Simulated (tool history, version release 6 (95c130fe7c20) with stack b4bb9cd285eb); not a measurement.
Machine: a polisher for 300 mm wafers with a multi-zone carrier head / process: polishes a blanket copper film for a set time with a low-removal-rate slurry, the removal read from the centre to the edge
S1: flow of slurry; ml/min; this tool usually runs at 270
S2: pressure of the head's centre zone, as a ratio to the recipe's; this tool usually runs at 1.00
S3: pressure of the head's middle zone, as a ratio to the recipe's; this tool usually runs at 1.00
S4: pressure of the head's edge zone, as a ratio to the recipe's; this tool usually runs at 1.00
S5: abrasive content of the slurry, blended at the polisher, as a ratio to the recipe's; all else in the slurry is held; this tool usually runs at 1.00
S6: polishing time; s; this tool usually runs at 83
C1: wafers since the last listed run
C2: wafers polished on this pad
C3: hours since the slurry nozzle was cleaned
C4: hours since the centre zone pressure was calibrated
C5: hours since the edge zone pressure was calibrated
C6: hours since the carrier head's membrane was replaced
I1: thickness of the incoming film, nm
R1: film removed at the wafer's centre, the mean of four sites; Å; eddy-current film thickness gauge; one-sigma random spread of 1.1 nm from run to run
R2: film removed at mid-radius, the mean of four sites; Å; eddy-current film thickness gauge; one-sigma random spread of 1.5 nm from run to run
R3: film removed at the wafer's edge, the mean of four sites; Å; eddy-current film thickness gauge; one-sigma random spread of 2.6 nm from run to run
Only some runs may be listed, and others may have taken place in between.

run 1 hour=0.0 | S1=270 S2=1.00 S3=1.00 S4=1.00 S5=0.75 S6=83 | C1=0 C2=396 C3=574.4 C4=986.7 C5=401.1 C6=1006.6 | I1=886.5 | R1=1592 R2=1644 R3=1641
-- hour=67.8 edge zone pressure recalibrated
-- hour=80.7 carrier head's membrane replaced by a new one
run 2 hour=102.8 | S1=270 S2=1.00 S3=1.00 S4=1.00 S5=0.75 S6=83 | C1=1046 C2=1443 C3=677.2 C4=1089.5 C5=35.0 C6=22.1 | I1=890.5 | R1=1587 R2=1625 R3=1675
run 3 hour=203.5 | S1=270 S2=1.00 S3=1.00 S4=1.00 S5=1.00 S6=83 | C1=1100 C2=2543 C3=777.9 C4=1190.2 C5=135.7 C6=122.8 | I1=890.0 | R1=1738 R2=1763 R3=1769
-- hour=244.4 slurry nozzle cleaned
run 4 hour=269.4 | S1=270 S2=1.00 S3=1.00 S4=1.00 S5=1.00 S6=83 | C1=709 C2=3252 C3=25.0 C4=1256.1 C5=201.6 C6=188.7 | I1=900.2 | R1=1714 R2=1785 R3=1767
run 5 hour=329.7 | S1=270 S2=1.00 S3=1.00 S4=1.00 S5=1.00 S6=83 | C1=658 C2=3911 C3=85.3 C4=1316.4 C5=261.9 C6=249.0 | I1=894.0 | R1=1736 R2=1747 R3=1760
-- hour=402.6 worn pad replaced by a new one
run 6 hour=423.9 | S1=250 S2=1.00 S3=1.00 S4=1.00 S5=1.00 S6=83 | C1=985 C2=232 C3=179.5 C4=1410.6 C5=356.1 C6=343.2 | I1=898.7 | R1=1715 R2=1756 R3=1795
-- hour=487.1 centre zone pressure recalibrated
-- hour=491.9 edge zone pressure recalibrated
run 7 hour=509.5 | S1=250 S2=1.00 S3=1.00 S4=1.00 S5=1.00 S6=83 | C1=891 C2=1123 C3=265.1 C4=22.4 C5=17.6 C6=428.8 | I1=898.5 | R1=1707 R2=1746 R3=1772
run 8 hour=559.1 | S1=270 S2=1.08 S3=1.00 S4=1.00 S5=1.00 S6=83 | C1=541 C2=1665 C3=314.7 C4=72.0 C5=67.2 C6=478.4 | I1=897.8 | R1=1858 R2=1741 R3=1792
run 9 hour=661.9 | S1=270 S2=0.95 S3=1.00 S4=0.92 S5=1.00 S6=83 | C1=1123 C2=2788 C3=417.5 C4=174.8 C5=170.0 C6=581.2 | I1=901.0 | R1=1642 R2=1783 R3=1713
run 10 hour=745.9 | S1=270 S2=1.00 S3=1.06 S4=1.00 S5=1.00 S6=61 | C1=917 C2=3706 C3=501.5 C4=258.8 C5=254.0 C6=665.2 | I1=895.7 | R1=1252 R2=1357 R3=1288
run 11 hour=798.1 | S1=270 S2=1.10 S3=1.00 S4=1.06 S5=1.00 S6=57 | C1=570 C2=4277 C3=553.7 C4=311.0 C5=306.2 C6=717.4 | I1=890.6 | R1=1306 R2=1229 R3=1270
run 12 hour=882.3 | S1=270 S2=1.00 S3=1.05 S4=1.00 S5=1.00 S6=83 | C1=919 C2=5197 C3=637.9 C4=395.2 C5=390.4 C6=801.6 | I1=887.1 | R1=1712 R2=1874 R3=1788
run 13 hour=923.6 | S1=350 S2=1.00 S3=1.00 S4=1.00 S5=1.00 S6=83 | C1=451 C2=5648 C3=679.2 C4=436.5 C5=431.7 C6=842.9 | I1=904.2 | R1=1759 R2=1781 R3=1785
-- hour=931.5 worn pad replaced by a new one
-- hour=987.6 carrier head's membrane replaced by a new one
-- hour=1014.2 edge zone pressure recalibrated
-- hour=1094.8 slurry nozzle cleaned
run 14 hour=1121.0 | S1=335 S2=1.00 S3=1.00 S4=1.07 S5=1.25 S6=83 | C1=2025 C2=1982 C3=26.2 C4=633.9 C5=106.8 C6=133.4 | I1=900.5 | R1=1889 R2=1927 R3=2029
run 15 hour=1223.5 | S1=195 S2=1.00 S3=0.95 S4=0.93 S5=1.00 S6=110 | C1=1119 C2=3102 C3=128.7 C4=736.4 C5=209.3 C6=235.9 | I1=896.0 | R1=2221 R2=2155 R3=2212
run 16 hour=1271.2 | S1=270 S2=1.00 S3=1.00 S4=1.00 S5=1.00 S6=83 | C1=521 C2=3623 C3=176.4 C4=784.1 C5=257.0 C6=283.6 | I1=910.8 | R1=1728 R2=1775 R3=1757
run 17 hour=1335.3 | S1=270 S2=1.00 S3=1.00 S4=1.00 S5=1.00 S6=106 | C1=700 C2=4324 C3=240.5 C4=848.2 C5=321.1 C6=347.7 | I1=900.5 | R1=2214 R2=2257 R3=2256
-- hour=1409.1 worn pad replaced by a new one
-- hour=1421.0 edge zone pressure recalibrated
run 18 hour=1434.7 | S1=190 S2=1.00 S3=1.10 S4=1.00 S5=1.10 S6=111 | C1=1020 C2=257 C3=339.9 C4=947.6 C5=13.7 C6=447.1 | I1=914.1 | R1=2296 R2=2532 R3=2373
run 19 hour=1474.9 | S1=270 S2=1.00 S3=1.00 S4=1.00 S5=1.00 S6=83 | C1=439 C2=696 C3=380.1 C4=987.8 C5=53.9 C6=487.3 | I1=901.4 | R1=1727 R2=1774 R3=1781
run 20 hour=1575.7 | S1=305 S2=1.00 S3=1.00 S4=1.00 S5=1.00 S6=83 | C1=1101 C2=1798 C3=480.9 C4=1088.6 C5=154.7 C6=588.1 | I1=899.0 | R1=1758 R2=1797 R3=1740
-- hour=1610.9 centre zone pressure recalibrated
run 21 hour=1637.6 | S1=200 S2=1.00 S3=0.97 S4=1.00 S5=1.00 S6=83 | C1=654 C2=2452 C3=542.8 C4=26.7 C5=216.6 C6=650.0 | I1=885.9 | R1=1667 R2=1675 R3=1726
run 22 hour=1676.1 | S1=270 S2=1.00 S3=1.00 S4=1.08 S5=1.00 S6=83 | C1=420 C2=2873 C3=581.3 C4=65.2 C5=255.1 C6=688.5 | I1=908.6 | R1=1719 R2=1765 R3=1848

For each entry between runs, how does the tool's hidden state at the last listed run before it compare with that at the first listed run after it?
Run 1 -> run 2: edge zone pressure recalibrated (hour 67.8); carrier head's membrane replaced by a new one (hour 80.7)
  nothing in the hidden state changes from one run to the other
Run 3 -> run 4: slurry nozzle cleaned (hour 244.4)
  nothing in the hidden state changes from one run to the other
Run 5 -> run 6: worn pad replaced by a new one (hour 402.6)
  nothing in the hidden state changes from one run to the other
Run 6 -> run 7: centre zone pressure recalibrated (hour 487.1); edge zone pressure recalibrated (hour 491.9)
  nothing in the hidden state changes from one run to the other
Run 13 -> run 14: worn pad replaced by a new one (hour 931.5); carrier head's membrane replaced by a new one (hour 987.6); edge zone pressure recalibrated (hour 1014.2); slurry nozzle cleaned (hour 1094.8)
  nothing in the hidden state changes from one run to the other
Run 17 -> run 18: worn pad replaced by a new one (hour 1409.1); edge zone pressure recalibrated (hour 1421.0)
  nothing in the hidden state changes from one run to the other
Run 20 -> run 21: centre zone pressure recalibrated (hour 1610.9)
  nothing in the hidden state changes from one run to the other
